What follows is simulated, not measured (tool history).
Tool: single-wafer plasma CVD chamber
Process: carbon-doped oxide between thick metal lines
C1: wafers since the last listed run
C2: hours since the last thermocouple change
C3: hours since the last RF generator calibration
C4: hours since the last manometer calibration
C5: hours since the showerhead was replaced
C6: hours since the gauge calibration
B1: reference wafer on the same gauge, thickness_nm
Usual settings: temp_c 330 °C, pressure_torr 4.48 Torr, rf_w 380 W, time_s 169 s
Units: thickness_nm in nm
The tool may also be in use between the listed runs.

run 1 hour=0 | temp_c=330 pressure_torr=4.48 rf_w=380 time_s=169 | C1=0 C2=2741.2 C3=1257.5 C4=1108.8 C5=6868.6 C6=501.5 | B1=798.055 | thickness_nm=644.823
run 2 hour=9.1 | temp_c=330 pressure_torr=4.48 rf_w=380 time_s=169 | C1=72 C2=2750.3 C3=1266.6 C4=1117.9 C5=6877.7 C6=510.6 | B1=797.97 | thickness_nm=645.833
-- hour=24.1 thermocouple changed; heater temperature recalibrated
run 3 hour=24.6 | temp_c=330 pressure_torr=4.48 rf_w=380 time_s=169 | C1=59 C2=0.5 C3=1282.1 C4=1133.4 C5=6893.2 C6=526.1 | B1=798.26 | thickness_nm=640.758
run 4 hour=36.9 | temp_c=330 pressure_torr=4.48 rf_w=365 time_s=169 | C1=98 C2=12.8 C3=1294.4 C4=1145.7 C5=6905.5 C6=538.4 | B1=799.076 | thickness_nm=633.243
-- hour=48.4 gauge calibrated
run 5 hour=54.6 | temp_c=330 pressure_torr=4.48 rf_w=380 time_s=150 | C1=141 C2=30.5 C3=1312.1 C4=1163.4 C5=6923.2 C6=6.2 | B1=798.311 | thickness_nm=571.4
-- hour=69.3 capacitance manometer re-zeroed and calibrated
run 6 hour=69.8 | temp_c=330 pressure_torr=4.48 rf_w=380 time_s=150 | C1=57 C2=45.7 C3=1327.3 C4=0.5 C5=6938.4 C6=21.4 | B1=797.343 | thickness_nm=576.974
run 7 hour=76.2 | temp_c=341 pressure_torr=3.49 rf_w=380 time_s=169 | C1=51 C2=52.1 C3=1333.7 C4=6.9 C5=6944.8 C6=27.8 | B1=798.145 | thickness_nm=606.483
run 8 hour=92.2 | temp_c=330 pressure_torr=4.48 rf_w=380 time_s=169 | C1=127 C2=68.1 C3=1349.7 C4=22.9 C5=6960.8 C6=43.8 | B1=797.363 | thickness_nm=647.709
run 9 hour=104 | temp_c=330 pressure_torr=4.48 rf_w=325 time_s=169 | C1=94 C2=79.9 C3=1361.5 C4=34.7 C5=6972.6 C6=55.6 | B1=798.001 | thickness_nm=603.668
run 10 hour=110.1 | temp_c=330 pressure_torr=3.81 rf_w=380 time_s=169 | C1=48 C2=86 C3=1367.6 C4=40.8 C5=6978.7 C6=61.7 | B1=797.978 | thickness_nm=636.93
run 11 hour=122.3 | temp_c=330 pressure_torr=3.86 rf_w=380 time_s=169 | C1=97 C2=98.2 C3=1379.8 C4=53 C5=6990.9 C6=73.9 | B1=798.104 | thickness_nm=638.819
run 12 hour=128.9 | temp_c=330 pressure_torr=4.48 rf_w=440 time_s=180 | C1=52 C2=104.8 C3=1386.4 C4=59.6 C5=6997.5 C6=80.5 | B1=797.305 | thickness_nm=735.276
run 13 hour=135 | temp_c=330 pressure_torr=4.48 rf_w=400 time_s=169 | C1=48 C2=110.9 C3=1392.5 C4=65.7 C5=7003.6 C6=86.6 | B1=799.032 | thickness_nm=659.551
run 14 hour=143 | temp_c=330 pressure_torr=4.48 rf_w=380 time_s=169 | C1=63 C2=118.9 C3=1400.5 C4=73.7 C5=7011.6 C6=94.6 | B1=797.855 | thickness_nm=643.252
-- hour=162.9 RF generator calibrated
run 15 hour=188.7 | temp_c=330 pressure_torr=4.84 rf_w=420 time_s=200 | C1=301 C2=164.6 C3=25.8 C4=119.4 C5=7057.3 C6=140.3 | B1=798.087 | thickness_nm=833.516
run 16 hour=202.7 | temp_c=325 pressure_torr=4.48 rf_w=380 time_s=169 | C1=111 C2=178.6 C3=39.8 C4=133.4 C5=7071.3 C6=154.3 | B1=797.821 | thickness_nm=680.836
run 17 hour=212.5 | temp_c=330 pressure_torr=4.48 rf_w=380 time_s=148 | C1=78 C2=188.4 C3=49.6 C4=143.2 C5=7081.1 C6=164.1 | B1=796.867 | thickness_nm=586.018
-- hour=234.1 showerhead replaced
run 18 hour=234.6 | temp_c=330 pressure_torr=4.48 rf_w=440 time_s=180 | C1=112 C2=210.5 C3=71.7 C4=165.3 C5=0.5 C6=186.2 | B1=797.525 | thickness_nm=754.835
run 19 hour=243.5 | temp_c=322 pressure_torr=4.48 rf_w=310 time_s=144 | C1=71 C2=219.4 C3=80.6 C4=174.2 C5=9.4 C6=195.1 | B1=797.91 | thickness_nm=533.581
run 20 hour=257.8 | temp_c=330 pressure_torr=4.14 rf_w=380 time_s=169 | C1=114 C2=233.7 C3=94.9 C4=188.5 C5=23.7 C6=209.4 | B1=799.387 | thickness_nm=657.409
run 21 hour=266 | temp_c=330 pressure_torr=4.48 rf_w=380 time_s=169 | C1=65 C2=241.9 C3=103.1 C4=196.7 C5=31.9 C6=217.6 | B1=798.348 | thickness_nm=664.937
run 22 hour=284.4 | temp_c=330 pressure_torr=4.48 rf_w=380 time_s=169 | C1=147 C2=260.3 C3=121.5 C4=215.1 C5=50.3 C6=236 | B1=797.351 | thickness_nm=668.854
run 23 hour=299.6 | temp_c=325 pressure_torr=4.48 rf_w=380 time_s=169 | C1=121 C2=275.5 C3=136.7 C4=230.3 C5=65.5 C6=251.2 | B1=798.977 | thickness_nm=675.996
run 24 hour=315.9 | temp_c=330 pressure_torr=4.48 rf_w=380 time_s=179 | C1=130 C2=291.8 C3=153 C4=246.6 C5=81.8 C6=267.5 | B1=797.224 | thickness_nm=701.856
run 25 hour=333.4 | temp_c=330 pressure_torr=4.48 rf_w=380 time_s=169 | C1=139 C2=309.3 C3=170.5 C4=264.1 C5=99.3 C6=285 | B1=797.149 | thickness_nm=661.891
run 26 hour=348.1 | temp_c=325 pressure_torr=5.03 rf_w=380 time_s=169 | C1=117 C2=324 C3=185.2 C4=278.8 C5=114 C6=299.7 | B1=798.385 | thickness_nm=684.985
run 27 hour=358.7 | temp_c=330 pressure_torr=4.48 rf_w=450 time_s=169 | C1=84 C2=334.6 C3=195.8 C4=289.4 C5=124.6 C6=310.3 | B1=798.554 | thickness_nm=720.768

5 ways to go on from here, each from the tool as it stands after run 27. What would each give?
run A hour=359.1 | temp_c=330 pressure_torr=4.48 rf_w=320 time_s=169 | C1=3 C2=335 C3=196.2 C4=289.8 C5=125 C6=310.7 | B1=? | thickness_nm=?
run B hour=359.1 | temp_c=342 pressure_torr=3.79 rf_w=325 time_s=192 | C1=3 C2=335 C3=196.2 C4=289.8 C5=125 C6=310.7 | B1=? | thickness_nm=?
run C hour=359.1 | temp_c=330 pressure_torr=3.58 rf_w=380 time_s=154 | C1=3 C2=335 C3=196.2 C4=289.8 C5=125 C6=310.7 | B1=? | thickness_nm=?
run D hour=359.1 | temp_c=330 pressure_torr=3.9 rf_w=405 time_s=153 | C1=3 C2=335 C3=196.2 C4=289.8 C5=125 C6=310.7 | B1=? | thickness_nm=?
run E hour=359.1 | temp_c=319 pressure_torr=3.49 rf_w=310 time_s=199 | C1=3 C2=335 C3=196.2 C4=289.8 C5=125 C6=310.7 | B1=? | thickness_nm=?

run=A B1=799.221 thickness_nm=617.006
run=B B1=799.221 thickness_nm=667.887
run=C B1=799.221 thickness_nm=595.872
run=D B1=799.221 thickness_nm=614.243
run=E B1=799.221 thickness_nm=731.505
Without the tool's hidden state the same runs would have given:
run=A thickness_nm=623.127
run=B thickness_nm=674.513
run=C thickness_nm=601.784
run=D thickness_nm=620.08
run=E thickness_nm=738.762

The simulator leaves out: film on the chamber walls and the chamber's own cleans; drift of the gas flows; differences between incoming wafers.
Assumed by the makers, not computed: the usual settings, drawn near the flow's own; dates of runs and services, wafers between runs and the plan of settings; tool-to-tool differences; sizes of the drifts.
